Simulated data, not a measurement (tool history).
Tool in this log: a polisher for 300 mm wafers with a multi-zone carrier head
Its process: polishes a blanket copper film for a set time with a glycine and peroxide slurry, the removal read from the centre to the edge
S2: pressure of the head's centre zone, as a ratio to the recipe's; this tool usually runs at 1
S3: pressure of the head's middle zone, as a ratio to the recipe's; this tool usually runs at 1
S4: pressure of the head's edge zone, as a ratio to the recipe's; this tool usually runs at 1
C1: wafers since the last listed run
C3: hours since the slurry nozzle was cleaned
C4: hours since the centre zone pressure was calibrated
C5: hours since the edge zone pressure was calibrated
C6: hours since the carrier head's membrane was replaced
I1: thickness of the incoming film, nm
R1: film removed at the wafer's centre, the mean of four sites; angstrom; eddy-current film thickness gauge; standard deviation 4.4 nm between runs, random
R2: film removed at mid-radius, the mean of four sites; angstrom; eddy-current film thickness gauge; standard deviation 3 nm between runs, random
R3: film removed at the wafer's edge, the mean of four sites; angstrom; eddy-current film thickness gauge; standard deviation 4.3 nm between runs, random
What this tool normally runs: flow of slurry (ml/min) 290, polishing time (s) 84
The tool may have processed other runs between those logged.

run 1 hour=0 | flow_of_slurry_(ml/min)=290 S2=0.94 S3=0.91 S4=1 polishing_time_(s)=97 | C1=0 wafers_polished_on_this_pad=1756 C3=744.3 C4=114.3 C5=57.2 C6=1047.8 | I1=1517.9 | R1=3296 R2=3248 R3=3478
-- hour=9.2 worn pad replaced by a new one
run 2 hour=9.7 | flow_of_slurry_(ml/min)=290 S2=1 S3=1 S4=1.08 polishing_time_(s)=84 | C1=71 wafers_polished_on_this_pad=6 C3=754 C4=124 C5=66.9 C6=1057.5 | I1=1509.8 | R1=3406 R2=3449 R3=3515
run 3 hour=26.7 | flow_of_slurry_(ml/min)=290 S2=1 S3=1 S4=1 polishing_time_(s)=84 | C1=213 wafers_polished_on_this_pad=219 C3=771 C4=141 C5=83.9 C6=1074.5 | I1=1549.7 | R1=3298 R2=3262 R3=3226
run 4 hour=33.4 | flow_of_slurry_(ml/min)=290 S2=1 S3=0.91 S4=1 polishing_time_(s)=84 | C1=84 wafers_polished_on_this_pad=304 C3=777.7 C4=147.7 C5=90.6 C6=1081.2 | I1=1537.9 | R1=3285 R2=3019 R3=3193
run 5 hour=44.1 | flow_of_slurry_(ml/min)=290 S2=1 S3=1 S4=0.96 polishing_time_(s)=76 | C1=134 wafers_polished_on_this_pad=438 C3=788.4 C4=158.4 C5=101.3 C6=1091.9 | I1=1519.2 | R1=2909 R2=2887 R3=2775
run 6 hour=59.8 | flow_of_slurry_(ml/min)=210 S2=1 S3=1.1 S4=1 polishing_time_(s)=113 | C1=197 wafers_polished_on_this_pad=635 C3=804.1 C4=174.1 C5=117 C6=1107.6 | I1=1526.7 | R1=3946 R2=4327 R3=4028
-- hour=78.6 slurry nozzle cleaned
run 7 hour=82.5 | flow_of_slurry_(ml/min)=330 S2=1 S3=1 S4=1 polishing_time_(s)=104 | C1=272 wafers_polished_on_this_pad=908 C3=3.9 C4=196.8 C5=139.7 C6=1130.3 | I1=1561.8 | R1=3886 R2=3931 R3=3842
-- hour=93.1 carrier head's membrane replaced by a new one
run 8 hour=93.6 | flow_of_slurry_(ml/min)=290 S2=1.06 S3=1 S4=1 polishing_time_(s)=84 | C1=76 wafers_polished_on_this_pad=985 C3=15 C4=207.9 C5=150.8 C6=0.5 | I1=1512.7 | R1=3228 R2=3118 R3=2973
run 9 hour=103.8 | flow_of_slurry_(ml/min)=290 S2=1 S3=1 S4=1 polishing_time_(s)=84 | C1=128 wafers_polished_on_this_pad=1113 C3=25.2 C4=218.1 C5=161 C6=10.7 | I1=1513.5 | R1=3011 R2=3079 R3=2985
run 10 hour=125.2 | flow_of_slurry_(ml/min)=290 S2=1 S3=0.88 S4=1.07 polishing_time_(s)=74 | C1=268 wafers_polished_on_this_pad=1382 C3=46.6 C4=239.5 C5=182.4 C6=32.1 | I1=1542.1 | R1=2574 R2=2380 R3=2758
-- hour=133.2 worn pad replaced by a new one
run 11 hour=142.3 | flow_of_slurry_(ml/min)=380 S2=1 S3=1 S4=1 polishing_time_(s)=84 | C1=164 wafers_polished_on_this_pad=113 C3=63.7 C4=256.6 C5=199.5 C6=49.2 | I1=1554.3 | R1=3353 R2=3420 R3=3386
run 12 hour=150.5 | flow_of_slurry_(ml/min)=290 S2=1.06 S3=1 S4=1 polishing_time_(s)=84 | C1=103 wafers_polished_on_this_pad=216 C3=71.9 C4=264.8 C5=207.7 C6=57.4 | I1=1530.3 | R1=3398 R2=3280 R3=3269
run 13 hour=161.7 | flow_of_slurry_(ml/min)=290 S2=1 S3=0.97 S4=1 polishing_time_(s)=68 | C1=140 wafers_polished_on_this_pad=357 C3=83.1 C4=276 C5=218.9 C6=68.6 | I1=1526.5 | R1=2458 R2=2526 R3=2527
run 14 hour=176.5 | flow_of_slurry_(ml/min)=290 S2=1 S3=1 S4=1 polishing_time_(s)=84 | C1=186 wafers_polished_on_this_pad=543 C3=97.9 C4=290.8 C5=233.7 C6=83.4 | I1=1524.9 | R1=3028 R2=3106 R3=3112
run 15 hour=184.4 | flow_of_slurry_(ml/min)=290 S2=1 S3=0.93 S4=1.04 polishing_time_(s)=84 | C1=99 wafers_polished_on_this_pad=643 C3=105.8 C4=298.7 C5=241.6 C6=91.3 | I1=1533.3 | R1=3006 R2=2933 R3=3107
run 16 hour=197 | flow_of_slurry_(ml/min)=290 S2=0.9 S3=1 S4=1 polishing_time_(s)=84 | C1=158 wafers_polished_on_this_pad=801 C3=118.4 C4=311.3 C5=254.2 C6=103.9 | I1=1547.6 | R1=2651 R2=3073 R3=3054
run 17 hour=205.9 | flow_of_slurry_(ml/min)=235 S2=1.06 S3=1.08 S4=1 polishing_time_(s)=96 | C1=111 wafers_polished_on_this_pad=913 C3=127.3 C4=320.2 C5=263.1 C6=112.8 | I1=1536.5 | R1=3453 R2=3604 R3=3342
run 18 hour=216.3 | flow_of_slurry_(ml/min)=380 S2=1 S3=1.04 S4=0.96 polishing_time_(s)=84 | C1=130 wafers_polished_on_this_pad=1044 C3=137.7 C4=330.6 C5=273.5 C6=123.2 | I1=1533.2 | R1=2952 R2=3221 R3=2971
run 19 hour=267 | flow_of_slurry_(ml/min)=290 S2=1.08 S3=1 S4=0.96 polishing_time_(s)=84 | C1=637 wafers_polished_on_this_pad=1681 C3=188.4 C4=381.3 C5=324.2 C6=173.9 | I1=1552 | R1=2983 R2=2985 R3=2847

Expected results for the next run?
run 20 hour=282.8 | flow_of_slurry_(ml/min)=290 S2=1 S3=0.95 S4=1 polishing_time_(s)=100 | C1=198 wafers_polished_on_this_pad=1879 C3=204.2 C4=397.1 C5=340 C6=189.7 | I1=1521.8 | R1=? R2=? R3=?

R1: 3238 angstrom
R2: 3340 angstrom
R3: 3508 angstrom
On a tool with no hidden condition, and with the same random variation, this run would have come out at R1 4112 angstrom, R2 3900 angstrom, R3 4098 angstrom.
